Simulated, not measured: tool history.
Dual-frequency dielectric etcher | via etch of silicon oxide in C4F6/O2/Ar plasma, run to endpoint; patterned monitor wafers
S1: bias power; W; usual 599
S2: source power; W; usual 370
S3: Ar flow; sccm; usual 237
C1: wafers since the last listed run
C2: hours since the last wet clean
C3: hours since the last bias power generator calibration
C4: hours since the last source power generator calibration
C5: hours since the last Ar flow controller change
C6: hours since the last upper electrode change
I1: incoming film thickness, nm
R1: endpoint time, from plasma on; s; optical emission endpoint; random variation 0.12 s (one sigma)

{"run": 1, "day": 0.0, "S1": 599, "S2": 370, "S3": 237, "C1": 0, "C2": 216.4, "C3": 10, "C4": 2868.9, "C5": 2798.9, "C6": 28.8, "I1": 149.6, "R1": 29.2}
{"run": 2, "day": 3.4, "S1": 599, "S2": 370, "S3": 237, "C1": 1230, "C2": 298, "C3": 91.6, "C4": 2950.5, "C5": 2880.5, "C6": 110.4, "I1": 149.2, "R1": 29.1}
{"run": 3, "day": 6.238, "S1": 599, "S2": 370, "S3": 237, "C1": 1026, "C2": 366.1, "C3": 159.7, "C4": 3018.6, "C5": 2948.6, "C6": 178.5, "I1": 148.7, "R1": 29.1}
{"run": 4, "day": 8.171, "S1": 599, "S2": 370, "S3": 237, "C1": 699, "C2": 412.5, "C3": 206.1, "C4": 3065, "C5": 2995, "C6": 224.9, "I1": 148.7, "R1": 28.8}
{"run": 5, "day": 9.767, "S1": 599, "S2": 400, "S3": 237, "C1": 577, "C2": 450.8, "C3": 244.4, "C4": 3103.3, "C5": 3033.3, "C6": 263.2, "I1": 148.9, "R1": 27.8}
{"run": 6, "day": 13.225, "S1": 715, "S2": 370, "S3": 208, "C1": 1251, "C2": 533.8, "C3": 327.4, "C4": 3186.3, "C5": 3116.3, "C6": 346.2, "I1": 150.9, "R1": 26.8}
{"run": 7, "day": 17.108, "S1": 479, "S2": 300, "S3": 269, "C1": 1404, "C2": 627, "C3": 420.6, "C4": 3279.5, "C5": 3209.5, "C6": 439.4, "I1": 149.1, "R1": 35.3}
{"run": 8, "day": 21.254, "S1": 599, "S2": 370, "S3": 222, "C1": 1499, "C2": 726.5, "C3": 520.1, "C4": 3379, "C5": 3309, "C6": 538.9, "I1": 148.3, "R1": 28.2}
{"day": 22.958, "done": "wet clean of the chamber"}
{"run": 9, "day": 25.621, "S1": 711, "S2": 370, "S3": 237, "C1": 1218, "C2": 63.9, "C3": 624.9, "C4": 3483.8, "C5": 3413.8, "C6": 643.7, "I1": 150.3, "R1": 27.7}
{"run": 10, "day": 27.179, "S1": 599, "S2": 370, "S3": 237, "C1": 563, "C2": 101.3, "C3": 662.3, "C4": 3521.2, "C5": 3451.2, "C6": 681.1, "I1": 149.7, "R1": 29.4}
{"run": 11, "day": 30.183, "S1": 477, "S2": 310, "S3": 262, "C1": 1086, "C2": 173.4, "C3": 734.4, "C4": 3593.3, "C5": 3523.3, "C6": 753.2, "I1": 149.8, "R1": 35.2}
{"run": 12, "day": 31.942, "S1": 480, "S2": 310, "S3": 237, "C1": 636, "C2": 215.6, "C3": 776.6, "C4": 3635.5, "C5": 3565.5, "C6": 795.4, "I1": 149.2, "R1": 34.7}
{"run": 13, "day": 35.642, "S1": 599, "S2": 370, "S3": 237, "C1": 1338, "C2": 304.4, "C3": 865.4, "C4": 3724.3, "C5": 3654.3, "C6": 884.2, "I1": 149.7, "R1": 29}
{"run": 14, "day": 39.2, "S1": 599, "S2": 370, "S3": 237, "C1": 1287, "C2": 389.8, "C3": 950.8, "C4": 3809.7, "C5": 3739.7, "C6": 969.6, "I1": 149.1, "R1": 28.6}
{"run": 15, "day": 41.904, "S1": 599, "S2": 370, "S3": 237, "C1": 978, "C2": 454.7, "C3": 1015.7, "C4": 3874.6, "C5": 3804.6, "C6": 1034.5, "I1": 149.8, "R1": 28.8}
{"run": 16, "day": 45.967, "S1": 727, "S2": 370, "S3": 237, "C1": 1469, "C2": 552.2, "C3": 1113.2, "C4": 3972.1, "C5": 3902.1, "C6": 1132, "I1": 149.4, "R1": 26.4}
{"run": 17, "day": 50.038, "S1": 554, "S2": 310, "S3": 267, "C1": 1472, "C2": 649.9, "C3": 1210.9, "C4": 4069.8, "C5": 3999.8, "C6": 1229.7, "I1": 148.7, "R1": 32.4}
{"run": 18, "day": 53.621, "S1": 599, "S2": 340, "S3": 237, "C1": 1296, "C2": 735.9, "C3": 1296.9, "C4": 4155.8, "C5": 4085.8, "C6": 1315.7, "I1": 148, "R1": 29.4}
{"run": 19, "day": 57.662, "S1": 599, "S2": 370, "S3": 237, "C1": 1462, "C2": 832.9, "C3": 1393.9, "C4": 4252.8, "C5": 4182.8, "C6": 1412.7, "I1": 149.2, "R1": 28.1}
{"day": 59.688, "done": "Ar flow controller replaced"}
{"run": 20, "day": 61.038, "S1": 661, "S2": 310, "S3": 218, "C1": 1130, "C2": 913.9, "C3": 1474.9, "C4": 4333.8, "C5": 32.4, "C6": 1493.7, "I1": 149, "R1": 29.4}
{"day": 63.538, "done": "wet clean of the chamber"}
{"day": 67.496, "done": "source power generator calibrated"}
{"run": 21, "day": 72.921, "S1": 452, "S2": 370, "S3": 195, "C1": 3877, "C2": 225.2, "C3": 1760.1, "C4": 130.2, "C5": 317.6, "C6": 1778.9, "I1": 148.9, "R1": 31.4}
{"run": 22, "day": 77.258, "S1": 705, "S2": 340, "S3": 288, "C1": 1569, "C2": 329.3, "C3": 1864.2, "C4": 234.3, "C5": 421.7, "C6": 1883, "I1": 149, "R1": 29.1}
{"run": 23, "day": 81.375, "S1": 718, "S2": 370, "S3": 237, "C1": 1489, "C2": 428.1, "C3": 1963, "C4": 333.1, "C5": 520.5, "C6": 1981.8, "I1": 148.7, "R1": 26.8}
{"run": 24, "day": 85.275, "S1": 599, "S2": 350, "S3": 267, "C1": 1410, "C2": 521.7, "C3": 2056.6, "C4": 426.7, "C5": 614.1, "C6": 2075.4, "I1": 147.8, "R1": 29.6}
{"run": 25, "day": 89.729, "S1": 599, "S2": 300, "S3": 279, "C1": 1611, "C2": 628.6, "C3": 2163.5, "C4": 533.6, "C5": 721, "C6": 2182.3, "I1": 149.1, "R1": 32.5}
{"run": 26, "day": 91.767, "S1": 690, "S2": 370, "S3": 237, "C1": 737, "C2": 677.5, "C3": 2212.4, "C4": 582.5, "C5": 769.9, "C6": 2231.2, "I1": 146.4, "R1": 26.4}
{"day": 94.329, "done": "wet clean of the chamber"}
{"run": 27, "day": 94.629, "S1": 599, "S2": 370, "S3": 262, "C1": 673, "C2": 7.2, "C3": 2281.1, "C4": 651.2, "C5": 838.6, "C6": 2299.9, "I1": 148.8, "R1": 29.5}
{"run": 28, "day": 97.954, "S1": 470, "S2": 450, "S3": 291, "C1": 1202, "C2": 87, "C3": 2360.9, "C4": 731, "C5": 918.4, "C6": 2379.7, "I1": 149.8, "R1": 29.9}
{"run": 29, "day": 101.788, "S1": 599, "S2": 310, "S3": 237, "C1": 1386, "C2": 179, "C3": 2452.9, "C4": 823, "C5": 1010.4, "C6": 2471.7, "I1": 148.9, "R1": 32.2}
{"run": 30, "day": 103.554, "S1": 599, "S2": 370, "S3": 271, "C1": 639, "C2": 221.4, "C3": 2495.3, "C4": 865.4, "C5": 1052.8, "C6": 2514.1, "I1": 150.3, "R1": 29.8}

Measured less the same run without the tool's hidden state. The same run-to-run variation is in both; the gauge's scatter may not be:
The hidden state here: etch rate over this chamber's usual, %; bias power that arrives over what is set, %; source power that arrives over what is set, %; Ar flow that arrives over what is set, %.
run=1 R1=-0.3
run=2 R1=-0.4
run=3 R1=-0.6
run=4 R1=-0.6
run=5 R1=-0.6
run=6 R1=-0.7
run=7 R1=-1.1
run=8 R1=-1
run=9 R1=-0.3
run=10 R1=-0.4
run=11 R1=-0.6
run=12 R1=-0.7
run=13 R1=-0.6
run=14 R1=-0.8
run=15 R1=-0.9
run=16 R1=-1
run=17 R1=-1.3
run=18 R1=-1.4
run=19 R1=-1.4
run=20 R1=-1.7
run=21 R1=-0.6
run=22 R1=-0.6
run=23 R1=-0.8
run=24 R1=-0.9
run=25 R1=-1.2
run=26 R1=-1.1
run=27 R1=-0.2
run=28 R1=-0.3
run=29 R1=-0.4
run=30 R1=-0.5
